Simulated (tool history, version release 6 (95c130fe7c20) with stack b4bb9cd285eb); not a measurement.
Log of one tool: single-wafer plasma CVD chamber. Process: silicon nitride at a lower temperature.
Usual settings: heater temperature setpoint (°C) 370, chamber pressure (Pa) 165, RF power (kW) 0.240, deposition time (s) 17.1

| run | hour | heater temperature setpoint (°C) | chamber pressure (Pa) | RF power (kW) | deposition time (s) | read-back reference wafer on the same gauge, thickness_nm | mean film thickness on the monitor wafer (angstrom) |
|---|---|---|---|---|---|---|---|
| 1 | 0.0 | 370 | 165 | 0.240 | 17.1 | 13.832 | 143.72 |
| 2 | 31.2 | 370 | 165 | 0.240 | 17.1 | 13.828 | 145.03 |
| 3 | 50.8 | 370 | 165 | 0.240 | 17.1 | 13.817 | 144.77 |
| 4 | 73.0 | 370 | 149 | 0.240 | 17.1 | 13.825 | 141.27 |
| 5 | 100.7 | 377 | 165 | 0.200 | 17.1 | 13.805 | 119.59 |
| 6 | 125.7 | 370 | 165 | 0.240 | 17.1 | 13.812 | 144.59 |
|  | 156.0 | gauge calibrated |
| 7 | 207.5 | 370 | 165 | 0.240 | 19.6 | 14.044 | 168.70 |
|  | 223.5 | capacitance manometer re-zeroed and calibrated |
| 8 | 227.1 | 370 | 165 | 0.240 | 19.6 | 14.008 | 168.32 |
|  | 238.5 | showerhead replaced |
| 9 | 258.1 | 359 | 165 | 0.205 | 17.1 | 13.982 | 124.37 |
|  | 268.2 | thermocouple changed; heater temperature recalibrated |
| 10 | 281.0 | 370 | 165 | 0.240 | 16.1 | 13.956 | 137.08 |
|  | 308.4 | RF generator calibrated |
| 11 | 315.1 | 379 | 139 | 0.240 | 17.1 | 13.941 | 138.93 |
| 12 | 340.9 | 370 | 165 | 0.240 | 17.1 | 13.936 | 145.32 |
| 13 | 363.0 | 382 | 127 | 0.215 | 17.1 | 13.913 | 122.15 |
| 14 | 388.0 | 370 | 165 | 0.240 | 17.1 | 13.912 | 145.59 |
| 15 | 402.4 | 364 | 185 | 0.215 | 14.3 | 13.901 | 111.56 |
| 16 | 434.7 | 384 | 165 | 0.285 | 15.5 | 13.895 | 153.67 |
| 17 | 456.8 | 370 | 165 | 0.240 | 17.1 | 13.879 | 144.74 |

Forecast each of these 4 alternatives for the next run:
| A | 457.2 | 370 | 177 | 0.240 | 17.1 | ? | ? |
| B | 457.2 | 370 | 197 | 0.240 | 15.4 | ? | ? |
| C | 457.2 | 370 | 207 | 0.240 | 17.1 | ? | ? |
| D | 457.2 | 361 | 204 | 0.275 | 17.1 | ? | ? |

| run | read-back reference wafer on the same gauge, thickness_nm | mean film thickness on the monitor wafer (angstrom) |
|---|---|---|
| A | 13.878 | 147.56 |
| B | 13.878 | 136.22 |
| C | 13.878 | 152.84 |
| D | 13.878 | 173.69 |
Without the tool's hidden state the same runs would have given:
| run | mean film thickness on the monitor wafer (angstrom) |
|---|---|
| A | 149.87 |
| B | 138.34 |
| C | 155.22 |
| D | 176.40 |
